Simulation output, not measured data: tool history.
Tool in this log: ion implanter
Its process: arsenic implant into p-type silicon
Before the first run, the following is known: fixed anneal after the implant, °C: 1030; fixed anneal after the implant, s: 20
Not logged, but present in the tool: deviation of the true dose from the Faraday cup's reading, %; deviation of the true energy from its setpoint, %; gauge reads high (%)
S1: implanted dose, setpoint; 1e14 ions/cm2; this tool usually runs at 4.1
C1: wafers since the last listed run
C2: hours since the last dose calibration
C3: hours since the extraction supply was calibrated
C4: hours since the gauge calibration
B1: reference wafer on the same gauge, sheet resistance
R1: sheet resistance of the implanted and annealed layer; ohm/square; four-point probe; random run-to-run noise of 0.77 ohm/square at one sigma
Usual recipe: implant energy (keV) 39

Run 1, day 0: usual settings; C1 0; C2 308.7; C3 5690.1; C4 605.3; B1 193.91. Result: R1 193.89 ohm/square.
At day 4.483: gauge calibrated.
Run 2, day 7.033: usual settings; C1 2077; C2 477.5; C3 5858.9; C4 61.2; B1 194.08. Result: R1 194.8 ohm/square.
Run 3, day 9.788: usual settings; C1 813; C2 543.6; C3 5925; C4 127.3; B1 193.77. Result: R1 194.36 ohm/square.
Run 4, day 12.5: usual settings; C1 801; C2 608.7; C3 5990.1; C4 192.4; B1 193.69. Result: R1 194.3 ohm/square.
Run 5, day 15.004: usual settings but S1 4.72 1e14 ions/cm2; C1 739; C2 668.8; C3 6050.2; C4 252.5; B1 193.94. Result: R1 175.53 ohm/square.
At day 15.379: Faraday cup replaced and dose calibrated.
Run 6, day 17.879: usual settings but S1 4.72 1e14 ions/cm2; C1 750; C2 60; C3 6119.2; C4 321.5; B1 194.3. Result: R1 170.32 ohm/square.
At day 18.779: extraction supply calibrated.
Run 7, day 20.588: usual settings; C1 701; C2 125; C3 43.4; C4 386.5; B1 193.77. Result: R1 189.7 ohm/square.
Run 8, day 23.038: usual settings; C1 723; C2 183.8; C3 102.2; C4 445.3; B1 193.97. Result: R1 190.63 ohm/square.
Run 9, day 24.05: usual settings; C1 299; C2 208.1; C3 126.5; C4 469.6; B1 194.12. Result: R1 190.37 ohm/square.
Run 10, day 25.4: usual settings; C1 398; C2 240.5; C3 158.9; C4 502; B1 193.96. Result: R1 190.84 ohm/square.
Run 11, day 27.738: usual settings but S1 3.32 1e14 ions/cm2, implant energy (keV) 31; C1 690; C2 296.6; C3 215; C4 558.1; B1 194.07. Result: R1 232.64 ohm/square.
At day 29.133: gauge calibrated.
Run 12, day 29.183: usual settings but S1 3.75 1e14 ions/cm2; C1 427; C2 331.3; C3 249.7; C4 1.2; B1 194.05. Result: R1 206.19 ohm/square.
Run 13, day 30.871: usual settings but S1 5.19 1e14 ions/cm2, implant energy (keV) 46.5; C1 498; C2 371.8; C3 290.2; C4 41.7; B1 193.9. Result: R1 156.45 ohm/square.
Run 14, day 32.662: usual settings; C1 529; C2 414.8; C3 333.2; C4 84.7; B1 193.91. Result: R1 192.28 ohm/square.
Run 15, day 34.529: usual settings; C1 551; C2 459.6; C3 378; C4 129.5; B1 194.05. Result: R1 194.35 ohm/square.
Run 16, day 36.179: usual settings but S1 4.65 1e14 ions/cm2, implant energy (keV) 49; C1 487; C2 499.2; C3 417.6; C4 169.1; B1 193.88. Result: R1 170.64 ohm/square.
At day 37.929: Faraday cup replaced and dose calibrated.
Run 17, day 44.833: usual settings but S1 4.94 1e14 ions/cm2, implant energy (keV) 44; C1 2457; C2 165.7; C3 625.3; C4 376.8; B1 193.96. Result: R1 163.6 ohm/square.
Run 18, day 47.1: usual settings but implant energy (keV) 28.5; C1 669; C2 220.1; C3 679.7; C4 431.2; B1 194.06. Result: R1 200.3 ohm/square.
Run 19, day 49.504: usual settings but S1 3.41 1e14 ions/cm2, implant energy (keV) 25.5; C1 710; C2 277.8; C3 737.4; C4 488.9; B1 193.77. Result: R1 234.81 ohm/square.
Run 20, day 52.175: usual settings but S1 3.59 1e14 ions/cm2, implant energy (keV) 30.5; C1 788; C2 341.9; C3 801.5; C4 553; B1 194.06. Result: R1 222.76 ohm/square.

Predict each of these 5 candidate next runs independently; none follows another, all start after run 20:
Run A, day 52.192: usual settings but implant energy (keV) 45.5; C1 4; C2 342.3; C3 801.9; C4 553.4; B1 ?. Result: R1 ?.
Run B, day 52.192: usual settings but S1 4.74 1e14 ions/cm2, implant energy (keV) 35; C1 4; C2 342.3; C3 801.9; C4 553.4; B1 ?. Result: R1 ?.
Run C, day 52.192: usual settings but S1 5.26 1e14 ions/cm2, implant energy (keV) 35; C1 4; C2 342.3; C3 801.9; C4 553.4; B1 ?. Result: R1 ?.
Run D, day 52.192: usual settings but S1 5.3 1e14 ions/cm2; C1 4; C2 342.3; C3 801.9; C4 553.4; B1 ?. Result: R1 ?.
Run E, day 52.192: usual settings but S1 3.41 1e14 ions/cm2, implant energy (keV) 30.5; C1 4; C2 342.3; C3 801.9; C4 553.4; B1 ?. Result: R1 ?.

run     B1      R1
  A  194.3  190.51
  B  194.3  176.76
  C  194.3  163.19
  D  194.3  159.73
  E  194.3  231.92
Without the tool's unlogged condition, the same runs would have read:
run      R1
  A  186.32
  B  172.88
  C  159.62
  D  156.22
  E  226.86

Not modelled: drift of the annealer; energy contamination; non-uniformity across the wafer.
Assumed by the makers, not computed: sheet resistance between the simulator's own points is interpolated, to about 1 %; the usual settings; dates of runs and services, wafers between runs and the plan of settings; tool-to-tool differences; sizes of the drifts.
